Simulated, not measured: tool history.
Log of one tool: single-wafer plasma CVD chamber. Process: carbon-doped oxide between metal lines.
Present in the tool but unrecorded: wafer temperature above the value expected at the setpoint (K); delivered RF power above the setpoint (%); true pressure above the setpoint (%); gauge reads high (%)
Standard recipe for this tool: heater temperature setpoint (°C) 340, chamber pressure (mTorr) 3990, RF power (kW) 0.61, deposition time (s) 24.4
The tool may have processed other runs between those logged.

| run | hour | heater temperature setpoint (°C) | chamber pressure (mTorr) | RF power (kW) | deposition time (s) | wafers since the last listed run | hours since the last thermocouple change | hours since the last RF generator calibration | hours since the last manometer calibration | hours since the showerhead was replaced | hours since the gauge calibration | read-back reference wafer on the same gauge, thickness_nm | mean film thickness on the monitor wafer (angstrom) |
|---|---|---|---|---|---|---|---|---|---|---|---|---|---|
| 1 | 0 | 340 | 3990 | 0.61 | 24.4 | 0 | 802.6 | 840.4 | 1101.7 | 7607.8 | 1846.9 | 112.996 | 1351.34 |
| 2 | 57 | 340 | 3990 | 0.61 | 24.4 | 1110 | 859.6 | 897.4 | 1158.7 | 7664.8 | 1903.9 | 113.029 | 1346.61 |
| 3 | 108.5 | 340 | 3990 | 0.61 | 24.4 | 1003 | 911.1 | 948.9 | 1210.2 | 7716.3 | 1955.4 | 113.001 | 1357.77 |
|  | 129.1 | RF generator calibrated |
| 4 | 136.4 | 340 | 3990 | 0.61 | 24.4 | 387 | 939 | 7.3 | 1238.1 | 7744.2 | 1983.3 | 113.097 | 1376.23 |
|  | 182.4 | showerhead replaced |
| 5 | 199.1 | 340 | 3990 | 0.61 | 24.4 | 1065 | 1001.7 | 70 | 1300.8 | 16.7 | 2046 | 113.006 | 1384.9 |
| 6 | 323.9 | 340 | 3990 | 0.61 | 28.2 | 2431 | 1126.5 | 194.8 | 1425.6 | 141.5 | 2170.8 | 112.968 | 1578.12 |
| 7 | 359.9 | 340 | 3990 | 0.61 | 28.2 | 701 | 1162.5 | 230.8 | 1461.6 | 177.5 | 2206.8 | 113.003 | 1582.69 |
|  | 383.9 | gauge calibrated |
|  | 389.9 | thermocouple changed; heater temperature recalibrated |
| 8 | 406.5 | 340 | 3990 | 0.61 | 23.3 | 752 | 16.6 | 277.4 | 1508.2 | 224.1 | 22.6 | 112.959 | 1282.48 |
|  | 426.6 | capacitance manometer re-zeroed and calibrated |
| 9 | 590 | 340 | 3990 | 0.61 | 23.3 | 3419 | 200.1 | 460.9 | 163.4 | 407.6 | 206.1 | 113 | 1287.14 |
| 10 | 627 | 340 | 3990 | 0.61 | 24.4 | 720 | 237.1 | 497.9 | 200.4 | 444.6 | 243.1 | 113.126 | 1346.2 |
| 11 | 803.2 | 340 | 3670 | 0.725 | 24.4 | 3432 | 413.3 | 674.1 | 376.6 | 620.8 | 419.3 | 112.877 | 1560.47 |
| 12 | 855.7 | 340 | 3990 | 0.61 | 24.4 | 1022 | 465.8 | 726.6 | 429.1 | 673.3 | 471.8 | 113.082 | 1352.45 |
| 13 | 892.3 | 340 | 3990 | 0.61 | 26.6 | 713 | 502.4 | 763.2 | 465.7 | 709.9 | 508.4 | 113.035 | 1470.72 |
| 14 | 931.5 | 340 | 4580 | 0.575 | 24.4 | 763 | 541.6 | 802.4 | 504.9 | 749.1 | 547.6 | 113.083 | 1287.54 |
| 15 | 989.5 | 326 | 4950 | 0.665 | 21.1 | 1129 | 599.6 | 860.4 | 562.9 | 807.1 | 605.6 | 113.033 | 1360.96 |
| 16 | 1026 | 345 | 3990 | 0.715 | 26.8 | 711 | 636.1 | 896.9 | 599.4 | 843.6 | 642.1 | 113.011 | 1683.96 |
| 17 | 1059 | 340 | 3990 | 0.61 | 24.4 | 642 | 669.1 | 929.9 | 632.4 | 876.6 | 675.1 | 112.925 | 1346.97 |
| 18 | 1118.8 | 340 | 3990 | 0.61 | 24.4 | 1165 | 728.9 | 989.7 | 692.2 | 936.4 | 734.9 | 113.092 | 1347.94 |
| 19 | 1147.8 | 340 | 3990 | 0.61 | 24.4 | 564 | 757.9 | 1018.7 | 721.2 | 965.4 | 763.9 | 113.087 | 1351.47 |
| 20 | 1196.6 | 340 | 3990 | 0.61 | 24.4 | 950 | 806.7 | 1067.5 | 770 | 1014.2 | 812.7 | 113.011 | 1346.99 |
| 21 | 1226.9 | 347 | 3990 | 0.61 | 24.4 | 590 | 837 | 1097.8 | 800.3 | 1044.5 | 843 | 113.021 | 1318.91 |
| 22 | 1280.9 | 329 | 3990 | 0.61 | 24.4 | 1052 | 891 | 1151.8 | 854.3 | 1098.5 | 897 | 113.034 | 1395.03 |
|  | 1328.5 | RF generator calibrated |
| 23 | 1380.5 | 340 | 3430 | 0.61 | 24.4 | 1784 | 990.6 | 52 | 953.9 | 1198.1 | 996.6 | 112.992 | 1356.11 |
| 24 | 1431.3 | 326 | 3990 | 0.61 | 24.4 | 989 | 1041.4 | 102.8 | 1004.7 | 1248.9 | 1047.4 | 113.065 | 1434.68 |
| 25 | 1462.3 | 340 | 3440 | 0.675 | 24.4 | 603 | 1072.4 | 133.8 | 1035.7 | 1279.9 | 1078.4 | 113.046 | 1482.51 |
| 26 | 1493 | 340 | 3990 | 0.61 | 23.3 | 598 | 1103.1 | 164.5 | 1066.4 | 1310.6 | 1109.1 | 113.067 | 1307.77 |
| 27 | 1557.8 | 340 | 3990 | 0.61 | 28.9 | 1262 | 1167.9 | 229.3 | 1131.2 | 1375.4 | 1173.9 | 113.008 | 1615.35 |
| 28 | 1582.5 | 340 | 3990 | 0.73 | 20.7 | 481 | 1192.6 | 254 | 1155.9 | 1400.1 | 1198.6 | 113.116 | 1358.91 |

Run-by-run hidden state of the tool:
true pressure above the setpoint (%): 0 on each run
gauge reads high (%): 0 on each run
H1: wafer temperature above the value expected at the setpoint (K)
H2: delivered RF power above the setpoint (%)
| run | H1 | H2 |
|---|---|---|
| 1 | -6.22 | -2.02 |
| 2 | -6.35 | -2.05 |
| 3 | -6.46 | -2.07 |
| 4 | -6.51 | -0.154 |
| 5 | -6.62 | -0.492 |
| 6 | -6.79 | -1.01 |
| 7 | -6.83 | -1.13 |
| 8 | -0.224 | -1.27 |
| 9 | -2.21 | -1.67 |
| 10 | -2.53 | -1.73 |
| 11 | -3.72 | -1.94 |
| 12 | -4 | -1.99 |
| 13 | -4.17 | -2.02 |
| 14 | -4.35 | -2.04 |
| 15 | -4.58 | -2.08 |
| 16 | -4.71 | -2.1 |
| 17 | -4.82 | -2.11 |
| 18 | -5 | -2.14 |
| 19 | -5.08 | -2.15 |
| 20 | -5.2 | -2.17 |
| 21 | -5.27 | -2.18 |
| 22 | -5.39 | -2.19 |
| 23 | -5.57 | -0.428 |
| 24 | -5.65 | -0.674 |
| 25 | -5.69 | -0.808 |
| 26 | -5.73 | -0.93 |
| 27 | -5.81 | -1.16 |
| 28 | -5.83 | -1.23 |
